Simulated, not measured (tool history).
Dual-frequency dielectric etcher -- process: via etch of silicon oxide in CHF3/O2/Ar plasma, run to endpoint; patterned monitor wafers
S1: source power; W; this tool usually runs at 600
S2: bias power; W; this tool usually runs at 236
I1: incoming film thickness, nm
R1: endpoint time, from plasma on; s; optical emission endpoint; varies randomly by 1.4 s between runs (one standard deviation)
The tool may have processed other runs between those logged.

run	hour	S1	S2	I1	R1
1	0.0	600	236	772.1	343.9
2	88.1	600	236	786.2	356.0
# hour 147.8: wet clean of the chamber
3	148.3	600	236	781.1	343.8
4	236.5	690	236	774.0	333.5
5	302.2	690	236	777.5	334.3
6	394.0	690	236	779.8	339.6
7	437.6	520	236	786.0	368.9
# hour 549.4: wet clean of the chamber
8	549.9	520	236	784.5	357.8
9	587.5	650	236	782.2	334.6
10	647.1	650	236	777.9	337.5
11	730.6	650	236	785.8	342.0
12	769.9	680	202	776.0	362.3
# hour 797.5: source power generator calibrated
13	812.8	680	202	779.2	367.4
# hour 868.8: upper electrode replaced
# hour 918.1: wet clean of the chamber
14	918.6	600	258	786.7	331.2
# hour 1001.4: bias power generator calibrated
15	1006.8	650	236	770.0	335.3
16	1069.9	710	267	786.2	316.7
17	1166.5	600	200	782.1	383.6
18	1220.7	600	194	784.8	394.4
19	1293.9	720	236	776.0	337.3
# hour 1359.3: wet clean of the chamber
20	1359.8	600	236	771.9	341.1
21	1446.2	600	236	787.1	349.0
22	1503.1	600	280	777.8	320.8
23	1562.9	650	236	781.9	342.8
24	1668.5	470	207	786.9	409.3

What will run 25 give?
25	1706.2	600	208	781.1	?

{"run 25": {"R1": 381.8}}
Minus the tool's unlogged condition, the same run would have read R1 370.3 s.
